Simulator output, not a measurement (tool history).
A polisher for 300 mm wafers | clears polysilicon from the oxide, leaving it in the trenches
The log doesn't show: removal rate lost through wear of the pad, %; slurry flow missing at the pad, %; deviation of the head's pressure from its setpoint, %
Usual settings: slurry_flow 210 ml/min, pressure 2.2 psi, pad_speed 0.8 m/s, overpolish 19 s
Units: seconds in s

run   hour  slurry_flow  pressure  pad_speed  overpolish  wafers since the last listed run  wafers polished on this pad  hours since the slurry nozzle was cleaned  hours since the head pressure was calibrated  incoming thickness of the incoming film, nm  seconds
  1      0          210       2.2        0.8          19                                 0                          500                                      342.5                                         207.9                                        407.6     53.4
  2   10.7          210       2.2        0.8          19                                77                          577                                      353.2                                         218.6                                        399.4     51.1
  3   21.6          210       2.2        0.8          19                                78                          656                                      364.1                                         229.5                                        399.1     52.9
  4   39.4          165       2.2       0.62          19                               128                          784                                      381.9                                         247.3                                        403.7       73
  5   51.5          210       2.4        0.8          19                                87                          872                                        394                                         259.4                                        402.7       49
      59.6  -- worn pad replaced by a new one
  6   65.7          210       2.4        0.8          19                                73                           44                                      408.2                                         273.6                                        400.9     48.9
  7   73.7          210       2.2        0.8          19                                57                          101                                      416.2                                         281.6                                        401.5       56
  8     85          210       2.2        0.8          19                                81                          183                                      427.5                                         292.9                                        396.4     53.7
  9     95          230       2.2        0.8          19                                72                          255                                      437.5                                         302.9                                        401.7     52.7
       106  -- slurry nozzle cleaned
 10  106.5          230       2.2        0.8          19                                75                          331                                        0.5                                         314.4                                        393.2     47.5
 11  118.8          210       2.2        0.8          19                                88                          419                                       12.8                                         326.7                                        395.4     48.7
 12  129.3          255       2.6       0.96          27                                75                          495                                       23.3                                         337.2                                        404.9     34.7
 13  142.4          145       1.5       0.98          16                                94                          589                                       36.4                                         350.3                                        398.3     63.8
 14  153.2          210       2.2       0.98          19                                77                          667                                       47.2                                         361.1                                        401.2     40.8
     166.8  -- head pressure recalibrated
 15  168.5          210       2.5       0.72          23                                95                          763                                       62.5                                           1.7                                        399.5     44.6
 16  183.3          150       2.2       0.68          14                               106                          870                                       77.3                                          16.5                                        393.6     57.9
     192.4  -- worn pad replaced by a new one
 17  193.7          210         2       0.88          19                                46                            9                                       87.7                                          26.9                                        400.9     47.2
 18    204          210       2.7        0.8          26                                74                           83                                         98                                          37.2                                        394.8     38.9
 19  218.5          210       2.2        0.8          19                               104                          188                                      112.5                                          51.7                                        400.4     46.6
 20  229.2          210       2.5        0.8          19                                77                          265                                      123.2                                          62.4                                        400.8     41.8
 21  241.9          210       2.2        0.8          19                                91                          357                                      135.9                                          75.1                                        400.4       47
 22  258.9          140       2.2       0.62          27                               122                          479                                      152.9                                          92.1                                        400.5     67.5
 23  270.9          210       2.2       0.68          19                                86                          566                                      164.9                                         104.1                                        400.2     56.5

5 ways to go on from here, each from the tool as it stands after run 23. What would each give?
  A  271.3          210       2.8        0.8          19                                 2                          569                                      165.3                                         104.5                                        399.5        ?
  B  271.3          235       1.7       0.66          26                                 2                          569                                      165.3                                         104.5                                        399.5        ?
  C  271.3          210       2.5        0.8          13                                 2                          569                                      165.3                                         104.5                                        399.5        ?
  D  271.3          210       2.2        0.8          12                                 2                          569                                      165.3                                         104.5                                        399.5        ?
  E  271.3          210       2.9        0.8          19                                 2                          569                                      165.3                                         104.5                                        399.5        ?

run  seconds
  A     38.9
  B     76.1
  C     43.6
  D     49.5
  E     37.6
Without the tool's hidden state the same runs would have given:
run  seconds
  A     36.4
  B     71.6
  C     40.8
  D     46.3
  E     35.1
